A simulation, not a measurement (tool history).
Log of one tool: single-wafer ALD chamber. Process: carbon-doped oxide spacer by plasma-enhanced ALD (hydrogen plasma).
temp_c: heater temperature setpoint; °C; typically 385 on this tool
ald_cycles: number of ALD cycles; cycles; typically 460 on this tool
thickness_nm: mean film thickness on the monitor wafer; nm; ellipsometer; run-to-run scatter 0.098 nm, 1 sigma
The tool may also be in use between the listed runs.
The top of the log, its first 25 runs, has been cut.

run    hour  temp_c  ald_cycles  read-back reference wafer on the same gauge, thickness_nm  thickness_nm
 26  1227.9     374         400                                                     26.121        20.275
 27  1292.1     373         460                                                     26.122        23.195
 28  1325.7     381         497                                                     26.073        25.124
     1381.3  -- gauge calibrated
 29  1389.7     385         518                                                     26.112        26.098
 30  1452.2     373         460                                                     26.101        23.217
 31  1477.5     378         460                                                     26.073        23.104
     1490.9  -- thermocouple changed; heater temperature recalibrated
 32  1588.4     391         493                                                     26.096        24.886
 33  1630.1     390         460                                                     26.063        23.215
 34  1660.4     385         528                                                     26.151        26.656
 35  1694.5     373         486                                                     26.082        24.580
 36  1734.5     385         547                                                     26.109        27.775
 37  1785.7     385         460                                                     26.053        23.191
 38  1854.6     385         460                                                     26.131        23.222
 39  1889.8     385         460                                                     26.082        23.348
 40  1924.2     389         524                                                     26.115        26.406
 41  1951.0     385         417                                                     26.102        20.992
 42  2005.0     385         460                                                     26.118        23.424
 43  2057.9     391         404                                                     26.084        20.512
 44  2084.2     385         541                                                     26.136        27.343
 45  2144.3     374         431                                                     26.103        21.634
 46  2202.0     385         517                                                     26.081        26.049

Here are 5 independent what-if runs from the current tool condition. What would each one return?
  A  2203.1     393         460                                                          ?             ?
  B  2203.1     377         460                                                          ?             ?
  C  2203.1     373         506                                                          ?             ?
  D  2203.1     392         549                                                          ?             ?
  E  2203.1     380         403                                                          ?             ?

run  read-back reference wafer on the same gauge, thickness_nm  thickness_nm
  A                                                     26.097        23.219
  B                                                     26.097        23.219
  C                                                     26.097        25.541
  D                                                     26.097        27.711
  E                                                     26.097        20.342
Stripped of hidden state, with their random variation kept, the same runs would have yielded:
run  thickness_nm
  A        23.219
  B        23.219
  C        25.541
  D        27.711
  E        20.342
